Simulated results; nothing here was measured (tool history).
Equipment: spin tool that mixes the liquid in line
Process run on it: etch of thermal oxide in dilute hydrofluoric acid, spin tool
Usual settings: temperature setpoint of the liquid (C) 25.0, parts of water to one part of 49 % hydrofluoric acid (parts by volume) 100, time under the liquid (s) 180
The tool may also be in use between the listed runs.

| run | hour | temperature setpoint of the liquid (C) | parts of water to one part of 49 % hydrofluoric acid (parts by volume) | time under the liquid (s) | read-back film thickness of the thermal oxide reference wafer, read on the same gauge (nm) | thickness taken off the thermal oxide on a monitor wafer (nm) |
|---|---|---|---|---|---|---|
| 1 | 0.0 | 22.0 | 100 | 180 | 150.03 | 7.86 |
| 2 | 35.8 | 22.0 | 100 | 180 | 150.01 | 7.91 |
| 3 | 61.3 | 25.0 | 100 | 220 | 149.98 | 10.67 |
| 4 | 97.6 | 23.5 | 100 | 180 | 150.02 | 8.34 |
| 5 | 120.8 | 23.5 | 100 | 180 | 150.02 | 8.27 |
| 6 | 144.9 | 25.0 | 100 | 180 | 149.99 | 8.86 |
| 7 | 175.1 | 25.0 | 100 | 180 | 150.01 | 8.87 |
| 8 | 197.2 | 25.0 | 100 | 180 | 149.99 | 9.00 |
| 9 | 255.9 | 28.5 | 100 | 180 | 150.01 | 10.11 |
| 10 | 270.9 | 26.5 | 100 | 220 | 149.98 | 11.58 |
| 11 | 363.5 | 26.5 | 100 | 220 | 149.99 | 11.62 |
| 12 | 420.0 | 25.0 | 100 | 180 | 149.99 | 8.85 |
| 13 | 439.6 | 25.0 | 100 | 180 | 150.02 | 8.84 |
| 14 | 459.0 | 25.0 | 100 | 180 | 149.99 | 8.75 |
| 15 | 473.3 | 25.0 | 100 | 180 | 149.99 | 8.83 |
| 16 | 493.4 | 23.0 | 130 | 180 | 150.02 | 6.23 |
| 17 | 520.5 | 23.5 | 55 | 180 | 150.02 | 16.06 |
| 18 | 544.0 | 25.0 | 140 | 180 | 150.04 | 6.08 |
| 19 | 560.4 | 29.5 | 115 | 275 | 150.01 | 13.64 |
| 20 | 582.5 | 21.5 | 150 | 80 | 150.02 | 2.19 |
| 21 | 617.1 | 25.0 | 100 | 180 | 149.97 | 8.92 |
| 22 | 649.5 | 25.0 | 100 | 180 | 149.99 | 8.83 |
| 23 | 692.4 | 25.0 | 100 | 180 | 149.97 | 8.84 |
| 24 | 717.7 | 23.5 | 55 | 180 | 150.00 | 16.17 |
| 25 | 731.0 | 25.0 | 100 | 180 | 150.02 | 8.87 |
| 26 | 759.4 | 25.0 | 100 | 180 | 149.96 | 8.94 |
| 27 | 837.6 | 29.5 | 115 | 120 | 150.06 | 5.98 |
| 28 | 870.1 | 25.0 | 100 | 135 | 150.00 | 6.68 |
| 29 | 895.1 | 26.5 | 150 | 180 | 149.97 | 5.90 |
| 30 | 913.7 | 23.5 | 100 | 285 | 149.98 | 13.47 |
| 31 | 927.1 | 29.0 | 140 | 115 | 150.00 | 4.44 |
| 32 | 959.5 | 27.5 | 100 | 95 | 149.98 | 5.14 |
| 33 | 992.6 | 21.5 | 125 | 285 | 150.01 | 9.32 |

Withheld: 3 entries from between the runs. Position of each, and hidden state at the listed run before versus the listed run after:
Runs 8 to 9: hydrofluoric acid flow meter replaced (hour 255.3)
  no difference in the tool's unlogged condition between these two runs
Runs 13 to 14: gauge calibrated (hour 458.5)
  no difference in the tool's unlogged condition between these two runs
Runs 21 to 22: thermometer replaced (hour 628.1)
  no difference in the tool's unlogged condition between these two runs
